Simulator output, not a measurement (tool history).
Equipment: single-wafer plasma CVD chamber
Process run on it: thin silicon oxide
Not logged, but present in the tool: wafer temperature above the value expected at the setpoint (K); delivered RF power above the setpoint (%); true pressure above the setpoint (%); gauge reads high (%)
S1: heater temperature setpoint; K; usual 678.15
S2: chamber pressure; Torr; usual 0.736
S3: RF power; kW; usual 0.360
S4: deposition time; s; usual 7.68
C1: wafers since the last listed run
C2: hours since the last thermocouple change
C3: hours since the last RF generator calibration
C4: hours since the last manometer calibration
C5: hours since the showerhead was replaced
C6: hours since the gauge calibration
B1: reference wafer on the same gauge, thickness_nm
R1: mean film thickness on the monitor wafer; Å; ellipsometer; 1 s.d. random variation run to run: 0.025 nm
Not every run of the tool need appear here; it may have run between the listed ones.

run,hour,S1,S2,S3,S4,C1,C2,C3,C4,C5,C6,B1,R1
1,0.0,678.15,0.736,0.360,7.68,0,2304.8,2442.6,2287.6,3141.9,67.0,13.594,118.73
2,8.8,678.15,0.736,0.360,7.68,299,2313.6,2451.4,2296.4,3150.7,75.8,13.606,119.09
3,19.1,678.15,0.736,0.360,6.90,350,2323.9,2461.7,2306.7,3161.0,86.1,13.599,107.03
4,25.8,678.15,0.736,0.360,6.90,227,2330.6,2468.4,2313.4,3167.7,92.8,13.603,106.59
5,35.3,678.15,0.736,0.360,6.90,322,2340.1,2477.9,2322.9,3177.2,102.3,13.598,106.98
6,44.0,670.15,0.736,0.360,7.68,295,2348.8,2486.6,2331.6,3185.9,111.0,13.594,119.96
7,51.3,670.15,0.736,0.360,7.68,248,2356.1,2493.9,2338.9,3193.2,118.3,13.599,119.55
8,63.0,690.15,0.736,0.360,8.84,397,2367.8,2505.6,2350.6,3204.9,130.0,13.595,135.51
9,73.8,678.15,0.736,0.360,7.68,367,2378.6,2516.4,2361.4,3215.7,140.8,13.594,118.73
# hour 90.5: thermocouple changed; heater temperature recalibrated
10,91.0,678.15,0.736,0.360,7.68,312,0.5,2533.6,2378.6,3232.9,158.0,13.601,118.64
# hour 101.2: showerhead replaced, of another model than before
11,101.7,678.15,0.736,0.360,7.68,91,11.2,2544.3,2389.3,0.5,168.7,13.614,114.36
12,106.1,685.15,0.646,0.330,7.68,149,15.6,2548.7,2393.7,4.9,173.1,13.600,89.24
13,113.4,672.15,0.889,0.360,9.03,248,22.9,2556.0,2401.0,12.2,180.4,13.605,160.51
# hour 114.4: gauge calibrated
14,121.5,687.15,0.736,0.360,7.68,275,31.0,2564.1,2409.1,20.3,7.1,13.591,113.63
15,139.4,678.15,0.579,0.325,7.68,608,48.9,2582.0,2427.0,38.2,25.0,13.605,77.88
16,148.5,678.15,0.916,0.295,8.30,309,58.0,2591.1,2436.1,47.3,34.1,13.600,109.92
# hour 165.6: RF generator calibrated
17,166.1,678.15,0.736,0.380,7.68,326,75.6,0.5,2453.7,64.9,51.7,13.607,131.75
18,172.4,678.15,0.736,0.360,8.47,214,81.9,6.8,2460.0,71.2,58.0,13.611,138.18
19,191.7,678.15,0.736,0.360,7.68,655,101.2,26.1,2479.3,90.5,77.3,13.602,124.92
20,198.4,668.15,0.837,0.300,6.64,227,107.9,32.8,2486.0,97.2,84.0,13.597,95.54
21,216.2,678.15,0.736,0.360,7.68,604,125.7,50.6,2503.8,115.0,101.8,13.598,125.05
# hour 231.0: capacitance manometer re-zeroed and calibrated
22,231.5,690.15,0.736,0.360,7.68,248,141.0,65.9,0.5,130.3,117.1,13.604,124.07

What will run 23 give?
23,237.7,669.15,0.736,0.360,8.34,210,147.2,72.1,6.7,136.5,123.3,?,?

B1: 13.599
R1: 135.82 Å
Without the tool's hidden state the same run would have given R1 137.99 Å.
